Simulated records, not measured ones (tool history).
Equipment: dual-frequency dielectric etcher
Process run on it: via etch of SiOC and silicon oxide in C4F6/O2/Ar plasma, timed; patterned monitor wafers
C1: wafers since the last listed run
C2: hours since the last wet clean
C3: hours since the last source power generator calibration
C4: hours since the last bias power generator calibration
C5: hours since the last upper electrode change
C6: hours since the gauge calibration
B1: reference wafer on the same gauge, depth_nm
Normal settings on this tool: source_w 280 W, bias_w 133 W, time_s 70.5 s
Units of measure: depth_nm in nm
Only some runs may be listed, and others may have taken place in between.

run 1 hour=0.0 | source_w=320 bias_w=141 time_s=70.5 | C1=0 C2=144.1 C3=1234.9 C4=2105.3 C5=1684.5 C6=1893.0 | B1=52.8 | depth_nm=61.7
run 2 hour=73.6 | source_w=320 bias_w=141 time_s=70.5 | C1=782 C2=217.7 C3=1308.5 C4=2178.9 C5=1758.1 C6=1966.6 | B1=52.9 | depth_nm=61.6
run 3 hour=113.6 | source_w=280 bias_w=153 time_s=70.5 | C1=425 C2=257.7 C3=1348.5 C4=2218.9 C5=1798.1 C6=2006.6 | B1=52.8 | depth_nm=59.1
run 4 hour=193.6 | source_w=280 bias_w=153 time_s=70.5 | C1=850 C2=337.7 C3=1428.5 C4=2298.9 C5=1878.1 C6=2086.6 | B1=52.8 | depth_nm=58.3
-- hour=283.7 wet clean of the chamber
run 5 hour=289.8 | source_w=280 bias_w=133 time_s=61.0 | C1=767 C2=6.1 C3=1524.7 C4=2395.1 C5=1974.3 C6=2182.8 | B1=52.8 | depth_nm=50.1
-- hour=358.1 source power generator calibrated
run 6 hour=377.6 | source_w=280 bias_w=133 time_s=70.5 | C1=891 C2=93.9 C3=19.5 C4=2482.9 C5=2062.1 C6=2270.6 | B1=52.8 | depth_nm=58.0
run 7 hour=424.6 | source_w=280 bias_w=133 time_s=70.5 | C1=499 C2=140.9 C3=66.5 C4=2529.9 C5=2109.1 C6=2317.6 | B1=52.9 | depth_nm=57.7
run 8 hour=531.5 | source_w=280 bias_w=133 time_s=70.5 | C1=1136 C2=247.8 C3=173.4 C4=2636.8 C5=2216.0 C6=2424.5 | B1=52.6 | depth_nm=57.0
-- hour=538.0 gauge calibrated
run 9 hour=607.1 | source_w=300 bias_w=133 time_s=70.5 | C1=804 C2=323.4 C3=249.0 C4=2712.4 C5=2291.6 C6=69.1 | B1=52.8 | depth_nm=56.6
-- hour=668.5 bias power generator calibrated
run 10 hour=677.9 | source_w=280 bias_w=133 time_s=70.5 | C1=710 C2=394.2 C3=319.8 C4=9.4 C5=2362.4 C6=139.9 | B1=52.9 | depth_nm=55.3
run 11 hour=738.4 | source_w=280 bias_w=133 time_s=70.5 | C1=643 C2=454.7 C3=380.3 C4=69.9 C5=2422.9 C6=200.4 | B1=52.8 | depth_nm=55.7
-- hour=778.7 wet clean of the chamber
run 12 hour=779.7 | source_w=250 bias_w=133 time_s=85.0 | C1=183 C2=1.0 C3=421.6 C4=111.2 C5=2464.2 C6=241.7 | B1=52.7 | depth_nm=67.8
-- hour=838.2 upper electrode replaced
run 13 hour=838.7 | source_w=280 bias_w=133 time_s=50.0 | C1=372 C2=60.0 C3=480.6 C4=170.2 C5=0.5 C6=300.7 | B1=52.9 | depth_nm=41.1
run 14 hour=918.9 | source_w=310 bias_w=133 time_s=63.5 | C1=852 C2=140.2 C3=560.8 C4=250.4 C5=80.7 C6=380.9 | B1=52.8 | depth_nm=53.7
run 15 hour=989.0 | source_w=230 bias_w=103 time_s=61.5 | C1=745 C2=210.3 C3=630.9 C4=320.5 C5=150.8 C6=451.0 | B1=52.8 | depth_nm=44.4
run 16 hour=1108.6 | source_w=320 bias_w=133 time_s=70.5 | C1=1272 C2=329.9 C3=750.5 C4=440.1 C5=270.4 C6=570.6 | B1=52.8 | depth_nm=58.8
run 17 hour=1164.2 | source_w=330 bias_w=154 time_s=52.5 | C1=591 C2=385.5 C3=806.1 C4=495.7 C5=326.0 C6=626.2 | B1=52.9 | depth_nm=45.8
-- hour=1196.6 wet clean of the chamber
run 18 hour=1250.9 | source_w=310 bias_w=133 time_s=82.0 | C1=666 C2=54.3 C3=892.8 C4=582.4 C5=412.7 C6=712.9 | B1=52.7 | depth_nm=70.9
run 19 hour=1358.0 | source_w=280 bias_w=133 time_s=70.5 | C1=1139 C2=161.4 C3=999.9 C4=689.5 C5=519.8 C6=820.0 | B1=52.9 | depth_nm=58.5
run 20 hour=1453.9 | source_w=280 bias_w=112 time_s=60.5 | C1=1019 C2=257.3 C3=1095.8 C4=785.4 C5=615.7 C6=915.9 | B1=52.9 | depth_nm=47.3
run 21 hour=1517.4 | source_w=280 bias_w=120 time_s=87.5 | C1=675 C2=320.8 C3=1159.3 C4=848.9 C5=679.2 C6=979.4 | B1=52.8 | depth_nm=69.3
run 22 hour=1592.0 | source_w=340 bias_w=163 time_s=50.5 | C1=793 C2=395.4 C3=1233.9 C4=923.5 C5=753.8 C6=1054.0 | B1=52.9 | depth_nm=45.7
run 23 hour=1689.7 | source_w=340 bias_w=154 time_s=70.5 | C1=1039 C2=493.1 C3=1331.6 C4=1021.2 C5=851.5 C6=1151.7 | B1=52.7 | depth_nm=62.2
-- hour=1738.9 wet clean of the chamber
run 24 hour=1756.3 | source_w=280 bias_w=133 time_s=70.5 | C1=453 C2=17.4 C3=1398.2 C4=1087.8 C5=918.1 C6=1218.3 | B1=52.9 | depth_nm=58.8
-- hour=1793.6 source power generator calibrated
run 25 hour=1839.9 | source_w=280 bias_w=133 time_s=70.5 | C1=846 C2=101.0 C3=46.3 C4=1171.4 C5=1001.7 C6=1301.9 | B1=52.7 | depth_nm=58.8
run 26 hour=1880.1 | source_w=280 bias_w=133 time_s=60.5 | C1=427 C2=141.2 C3=86.5 C4=1211.6 C5=1041.9 C6=1342.1 | B1=52.9 | depth_nm=49.5
run 27 hour=1959.2 | source_w=260 bias_w=133 time_s=51.5 | C1=841 C2=220.3 C3=165.6 C4=1290.7 C5=1121.0 C6=1421.2 | B1=52.8 | depth_nm=41.5
run 28 hour=2010.3 | source_w=350 bias_w=121 time_s=63.5 | C1=543 C2=271.4 C3=216.7 C4=1341.8 C5=1172.1 C6=1472.3 | B1=52.9 | depth_nm=54.7

Below are 5 alternative next runs, each starting from the tool's condition after run 28. Predict each:
run A hour=2010.7 | source_w=280 bias_w=133 time_s=70.5 | C1=4 C2=271.8 C3=217.1 C4=1342.2 C5=1172.5 C6=1472.7 | B1=? | depth_nm=?
run B hour=2010.7 | source_w=280 bias_w=133 time_s=56.0 | C1=4 C2=271.8 C3=217.1 C4=1342.2 C5=1172.5 C6=1472.7 | B1=? | depth_nm=?
run C hour=2010.7 | source_w=260 bias_w=133 time_s=70.5 | C1=4 C2=271.8 C3=217.1 C4=1342.2 C5=1172.5 C6=1472.7 | B1=? | depth_nm=?
run D hour=2010.7 | source_w=280 bias_w=142 time_s=70.5 | C1=4 C2=271.8 C3=217.1 C4=1342.2 C5=1172.5 C6=1472.7 | B1=? | depth_nm=?
run E hour=2010.7 | source_w=280 bias_w=119 time_s=70.5 | C1=4 C2=271.8 C3=217.1 C4=1342.2 C5=1172.5 C6=1472.7 | B1=? | depth_nm=?

run=A B1=52.6 depth_nm=57.6
run=B B1=52.6 depth_nm=45.7
run=C B1=52.6 depth_nm=56.2
run=D B1=52.6 depth_nm=58.5
run=E B1=52.6 depth_nm=56.1
Take away the tool's hidden state, keep each run's random variation, and the runs would have read:
run=A depth_nm=59.0
run=B depth_nm=46.9
run=C depth_nm=57.6
run=D depth_nm=60.0
run=E depth_nm=57.5
